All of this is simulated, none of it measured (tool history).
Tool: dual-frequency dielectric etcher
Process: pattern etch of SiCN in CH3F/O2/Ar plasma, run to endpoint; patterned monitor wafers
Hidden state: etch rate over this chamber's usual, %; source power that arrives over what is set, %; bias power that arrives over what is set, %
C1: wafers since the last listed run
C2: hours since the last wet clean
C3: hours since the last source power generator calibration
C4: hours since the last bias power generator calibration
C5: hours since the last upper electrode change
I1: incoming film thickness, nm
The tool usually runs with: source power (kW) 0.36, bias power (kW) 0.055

{"run": 1, "day": 0.0, "source power (kW)": 0.36, "bias power (kW)": 0.055, "C1": 0, "C2": 210.1, "C3": 2009.5, "C4": 3068.6, "C5": 3679.5, "I1": 9.93, "endpoint time (s)": 32.8}
{"run": 2, "day": 4.283, "source power (kW)": 0.36, "bias power (kW)": 0.05, "C1": 1695, "C2": 312.9, "C3": 2112.3, "C4": 3171.4, "C5": 3782.3, "I1": 9.99, "endpoint time (s)": 34.1}
{"run": 3, "day": 8.171, "source power (kW)": 0.36, "bias power (kW)": 0.05, "C1": 1538, "C2": 406.2, "C3": 2205.6, "C4": 3264.7, "C5": 3875.6, "I1": 9.98, "endpoint time (s)": 34.1}
{"run": 4, "day": 12.629, "source power (kW)": 0.36, "bias power (kW)": 0.05, "C1": 1764, "C2": 513.2, "C3": 2312.6, "C4": 3371.7, "C5": 3982.6, "I1": 9.97, "endpoint time (s)": 33.8}
{"run": 5, "day": 15.975, "source power (kW)": 0.36, "bias power (kW)": 0.055, "C1": 1324, "C2": 593.5, "C3": 2392.9, "C4": 3452, "C5": 4062.9, "I1": 9.93, "endpoint time (s)": 32.9}
{"run": 6, "day": 17.854, "source power (kW)": 0.36, "bias power (kW)": 0.055, "C1": 743, "C2": 638.6, "C3": 2438, "C4": 3497.1, "C5": 4108, "I1": 9.79, "endpoint time (s)": 32.5}
{"day": 19.425, "done": "wet clean of the chamber"}
{"run": 7, "day": 20.296, "source power (kW)": 0.36, "bias power (kW)": 0.055, "C1": 570, "C2": 20.9, "C3": 2496.6, "C4": 3555.7, "C5": 4166.6, "I1": 9.98, "endpoint time (s)": 33}
{"run": 8, "day": 23.442, "source power (kW)": 0.36, "bias power (kW)": 0.055, "C1": 1245, "C2": 96.4, "C3": 2572.1, "C4": 3631.2, "C5": 4242.1, "I1": 9.91, "endpoint time (s)": 32.9}
{"run": 9, "day": 27.425, "source power (kW)": 0.36, "bias power (kW)": 0.055, "C1": 1576, "C2": 192, "C3": 2667.7, "C4": 3726.8, "C5": 4337.7, "I1": 9.88, "endpoint time (s)": 32.6}
{"run": 10, "day": 30.938, "source power (kW)": 0.4, "bias power (kW)": 0.055, "C1": 1390, "C2": 276.3, "C3": 2752, "C4": 3811.1, "C5": 4422, "I1": 9.9, "endpoint time (s)": 31.5}
{"run": 11, "day": 39.171, "source power (kW)": 0.4, "bias power (kW)": 0.055, "C1": 3258, "C2": 473.9, "C3": 2949.6, "C4": 4008.7, "C5": 4619.6, "I1": 9.97, "endpoint time (s)": 32}
{"day": 40.754, "done": "source power generator calibrated"}
{"run": 12, "day": 41.521, "source power (kW)": 0.36, "bias power (kW)": 0.055, "C1": 864, "C2": 530.3, "C3": 18.4, "C4": 4065.1, "C5": 4676, "I1": 9.93, "endpoint time (s)": 32.7}
{"run": 13, "day": 44.671, "source power (kW)": 0.36, "bias power (kW)": 0.064, "C1": 1246, "C2": 605.9, "C3": 94, "C4": 4140.7, "C5": 4751.6, "I1": 9.88, "endpoint time (s)": 31}
{"day": 48.567, "done": "wet clean of the chamber"}
{"run": 14, "day": 48.588, "source power (kW)": 0.36, "bias power (kW)": 0.062, "C1": 1154, "C2": 0.5, "C3": 188, "C4": 4234.7, "C5": 4845.6, "I1": 9.88, "endpoint time (s)": 31.3}
{"run": 15, "day": 50.546, "source power (kW)": 0.42, "bias power (kW)": 0.062, "C1": 775, "C2": 47.5, "C3": 235, "C4": 4281.7, "C5": 4892.6, "I1": 9.87, "endpoint time (s)": 29.9}
{"run": 16, "day": 54.3, "source power (kW)": 0.36, "bias power (kW)": 0.055, "C1": 1485, "C2": 137.6, "C3": 325.1, "C4": 4371.8, "C5": 4982.7, "I1": 9.96, "endpoint time (s)": 32.7}
{"run": 17, "day": 56.433, "source power (kW)": 0.36, "bias power (kW)": 0.055, "C1": 844, "C2": 188.8, "C3": 376.3, "C4": 4423, "C5": 5033.9, "I1": 9.98, "endpoint time (s)": 32.5}
{"run": 18, "day": 58.521, "source power (kW)": 0.43, "bias power (kW)": 0.064, "C1": 826, "C2": 238.9, "C3": 426.4, "C4": 4473.1, "C5": 5084, "I1": 9.97, "endpoint time (s)": 29.5}
{"run": 19, "day": 62.462, "source power (kW)": 0.31, "bias power (kW)": 0.063, "C1": 1560, "C2": 333.5, "C3": 521, "C4": 4567.7, "C5": 5178.6, "I1": 9.9, "endpoint time (s)": 32.3}
{"run": 20, "day": 64.183, "source power (kW)": 0.44, "bias power (kW)": 0.06, "C1": 681, "C2": 374.8, "C3": 562.3, "C4": 4609, "C5": 5219.9, "I1": 9.82, "endpoint time (s)": 29.7}
{"day": 65.425, "done": "source power generator calibrated, repeated, since the last time left the tool worse"}
{"run": 21, "day": 65.783, "source power (kW)": 0.36, "bias power (kW)": 0.055, "C1": 567, "C2": 413.2, "C3": 8.6, "C4": 4647.4, "C5": 5258.3, "I1": 9.82, "endpoint time (s)": 32.6}
{"run": 22, "day": 68.425, "source power (kW)": 0.33, "bias power (kW)": 0.062, "C1": 1045, "C2": 476.6, "C3": 72, "C4": 4710.8, "C5": 5321.7, "I1": 9.83, "endpoint time (s)": 32.3}
{"day": 69.354, "done": "bias power generator calibrated"}
{"run": 23, "day": 69.971, "source power (kW)": 0.36, "bias power (kW)": 0.061, "C1": 545, "C2": 513.7, "C3": 109.1, "C4": 14.8, "C5": 5358.8, "I1": 9.84, "endpoint time (s)": 31.5}
{"day": 72.733, "done": "upper electrode replaced"}
{"day": 76.242, "done": "wet clean of the chamber"}
{"run": 24, "day": 76.854, "source power (kW)": 0.36, "bias power (kW)": 0.055, "C1": 1932, "C2": 14.7, "C3": 274.3, "C4": 180, "C5": 98.9, "I1": 9.86, "endpoint time (s)": 32.6}
{"run": 25, "day": 80.333, "source power (kW)": 0.41, "bias power (kW)": 0.055, "C1": 1377, "C2": 98.2, "C3": 357.8, "C4": 263.5, "C5": 182.4, "I1": 9.87, "endpoint time (s)": 31.5}
{"run": 26, "day": 84.008, "source power (kW)": 0.31, "bias power (kW)": 0.045, "C1": 1454, "C2": 186.4, "C3": 446, "C4": 351.7, "C5": 270.6, "I1": 9.96, "endpoint time (s)": 36.7}
{"run": 27, "day": 87.929, "source power (kW)": 0.41, "bias power (kW)": 0.042, "C1": 1551, "C2": 280.5, "C3": 540.1, "C4": 445.8, "C5": 364.7, "I1": 9.94, "endpoint time (s)": 34.4}
{"run": 28, "day": 92.221, "source power (kW)": 0.41, "bias power (kW)": 0.043, "C1": 1698, "C2": 383.5, "C3": 643.1, "C4": 548.8, "C5": 467.7, "I1": 9.81, "endpoint time (s)": 34}
{"run": 29, "day": 95.588, "source power (kW)": 0.28, "bias power (kW)": 0.055, "C1": 1332, "C2": 464.3, "C3": 723.9, "C4": 629.6, "C5": 548.5, "I1": 9.99, "endpoint time (s)": 35.1}
{"run": 30, "day": 100.679, "source power (kW)": 0.32, "bias power (kW)": 0.055, "C1": 2015, "C2": 586.5, "C3": 846.1, "C4": 751.8, "C5": 670.7, "I1": 9.83, "endpoint time (s)": 33.7}
{"run": 31, "day": 105.088, "source power (kW)": 0.27, "bias power (kW)": 0.048, "C1": 1744, "C2": 692.3, "C3": 951.9, "C4": 857.6, "C5": 776.5, "I1": 9.99, "endpoint time (s)": 37.1}
{"day": 106.346, "done": "wet clean of the chamber"}
{"run": 32, "day": 107.0, "source power (kW)": 0.28, "bias power (kW)": 0.066, "C1": 361, "C2": 15.7, "C3": 997.8, "C4": 903.5, "C5": 822.4, "I1": 9.94, "endpoint time (s)": 33}
{"run": 33, "day": 109.196, "source power (kW)": 0.28, "bias power (kW)": 0.064, "C1": 869, "C2": 68.4, "C3": 1050.5, "C4": 956.2, "C5": 875.1, "I1": 9.9, "endpoint time (s)": 33.2}

Forecast run 34:
{"run": 34, "day": 112.846, "source power (kW)": 0.36, "bias power (kW)": 0.055, "C1": 1444, "C2": 156, "C3": 1138.1, "C4": 1043.8, "C5": 962.7, "I1": 9.86, "endpoint time (s)": "?"}

{"run 34": {"endpoint time (s)": 32.6}}
The same run, on a tool lacking any hidden state, would have yielded endpoint time (s) 32.8.

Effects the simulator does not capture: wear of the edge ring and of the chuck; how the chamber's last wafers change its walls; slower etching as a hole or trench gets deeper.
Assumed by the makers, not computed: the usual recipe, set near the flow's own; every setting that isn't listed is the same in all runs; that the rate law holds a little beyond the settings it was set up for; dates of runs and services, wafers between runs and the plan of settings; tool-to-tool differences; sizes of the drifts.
